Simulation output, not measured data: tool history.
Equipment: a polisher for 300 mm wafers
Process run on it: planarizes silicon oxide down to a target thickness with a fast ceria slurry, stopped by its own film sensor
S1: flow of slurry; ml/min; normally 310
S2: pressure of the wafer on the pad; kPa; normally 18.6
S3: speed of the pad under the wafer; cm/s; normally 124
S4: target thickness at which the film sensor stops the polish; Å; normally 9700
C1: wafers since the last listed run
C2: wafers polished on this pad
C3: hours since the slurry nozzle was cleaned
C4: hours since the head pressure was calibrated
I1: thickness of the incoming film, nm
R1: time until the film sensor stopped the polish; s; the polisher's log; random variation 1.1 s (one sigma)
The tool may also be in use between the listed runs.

run    hour   S1    S2   S3     S4    C1    C2     C3      C4      I1     R1
  1     0.0  310  18.6  124   9700     0   442  232.3   183.2  2065.6   64.3
  2    40.5  390  18.6  124   7620   311   754  272.8   223.7  2049.0   74.8
  3    91.9  390  18.6  124   7620   395  1150  324.2   275.1  2041.6   75.6
  4   160.7  390  18.6  124   7620   529  1680  393.0   343.9  2078.2   76.0
      246.3  -- slurry nozzle cleaned
  5   267.7  395  18.6  124   9700   816  2496   21.4   450.9  2050.6   64.6
  6   330.0  395  18.6  124   9700   479  2976   83.7   513.2  2040.1   64.1
  7   367.2  395  18.6  124   9700   286  3263  120.9   550.4  2075.1   67.0
  8   406.3  340  18.6   92   9700   301  3564  160.0   589.5  2085.6   91.0
  9   486.1  340  18.6   92   9700   614  4178  239.8   669.3  2070.7   92.8
      561.9  -- worn pad replaced by a new one
 10   578.6  340  18.6   92   9700   681   128  332.3   761.8  2063.1   81.2
 11   666.6  310  18.6  124   9700   677   806  420.3   849.8  2069.3   65.3
 12   748.6  310  18.6  124   9700   631  1437  502.3   931.8  2064.2   66.8
      789.8  -- slurry nozzle cleaned
 13   822.0  310  18.6  124   9700   557  1995   32.2  1005.2  2061.6   65.3
 14   912.0  310  18.6  124   9700   693  2688  122.2  1095.2  2059.4   67.4
 15   962.2  310  18.6  152   9700   386  3075  172.4  1145.4  2064.6   57.4
 16  1043.1  310  18.6  152   9700   623  3698  253.3  1226.3  2100.0   59.4
     1077.8  -- worn pad replaced by a new one
     1081.8  -- head pressure recalibrated
 17  1124.3  310  18.6  152   9700   579   342  334.5    42.5  2049.4   50.2
 18  1218.7  245  20.7  124  13230   727  1069  428.9   136.9  2097.5   42.9
 19  1258.9  310  18.6  136   9700   309  1379  469.1   177.1  2030.0   59.6
     1395.3  -- slurry nozzle cleaned
 20  1438.3  310  18.6  124   9700  1373  2753   43.0   356.5  2085.0   69.4
 21  1517.3  310  18.6  124   9700   608  3361  122.0   435.5  2065.0   67.1
 22  1610.9  345  18.6  124   9700   720  4082  215.6   529.1  2044.5   66.5
 23  1676.1  345  18.6  112   9700   502  4584  280.8   594.3  2090.7   77.7
     1716.1  -- worn pad replaced by a new one
 24  1721.3  395  18.6  124   9700   317    40  326.0   639.5  2092.1   59.8
 25  1802.8  310  18.6  124   9700   627   667  407.5   721.0  2081.3   63.1
 26  1903.7  310  18.6  124   9700   777  1444  508.4   821.9  2064.3   65.9
     1944.2  -- slurry nozzle cleaned
 27  1958.9  310  18.6   90  12000   417  1862   14.7   877.1  2063.4   71.1
 28  2233.7  420  18.6  124   9700  2116  3978  289.5  1151.9  2063.2   66.3
     2282.1  -- worn pad replaced by a new one
 29  2282.6  210  18.6   92   9700   345     3  338.4  1200.8  2068.5   83.9
 30  2322.2  230  22.1  124   9700   304   308  378.0  1240.4  2056.5   58.5
 31  2418.3  310  18.6   82   9700   740  1048  474.1  1336.5  2017.4   91.4
     2450.9  -- head pressure recalibrated
 32  2483.2  310  18.6  100   9700   484  1533  539.0    32.3  2073.6   85.8
     2532.9  -- slurry nozzle cleaned
 33  2535.3  385  18.6  166   9700   393  1926    2.4    84.4  2075.8   51.5
 34  2594.7  310  13.1  166  12870   457  2384   61.8   143.8  2076.1   49.3
 35  2699.0  280  12.4  124   6000   803  3187  166.1   248.1  2039.2  122.9

Give the tool's hidden conditions for every run:
slurry flow missing at the pad, %: 0 on each run
deviation of the head's pressure from its setpoint, %: 0 on each run
H1: removal rate lost through wear of the pad, %
run     H1
  1   3.57
  2   5.39
  3    7.2
  4   8.94
  5   10.7
  6   11.3
  7   11.6
  8   11.8
  9   12.2
 10   2.02
 11   6.39
 12   8.96
 13   10.5
 14   11.7
 15   12.1
 16   12.6
 17   3.69
 18   7.61
 19   8.76
 20   11.7
 21   12.3
 22   12.8
 23     13
 24  0.512
 25   4.88
 26   8.21
 27   9.39
 28     12
 29   3.11
 30   5.54
 31   9.66
 32   11.4
 33   12.5
 34   13.4
 35   14.4
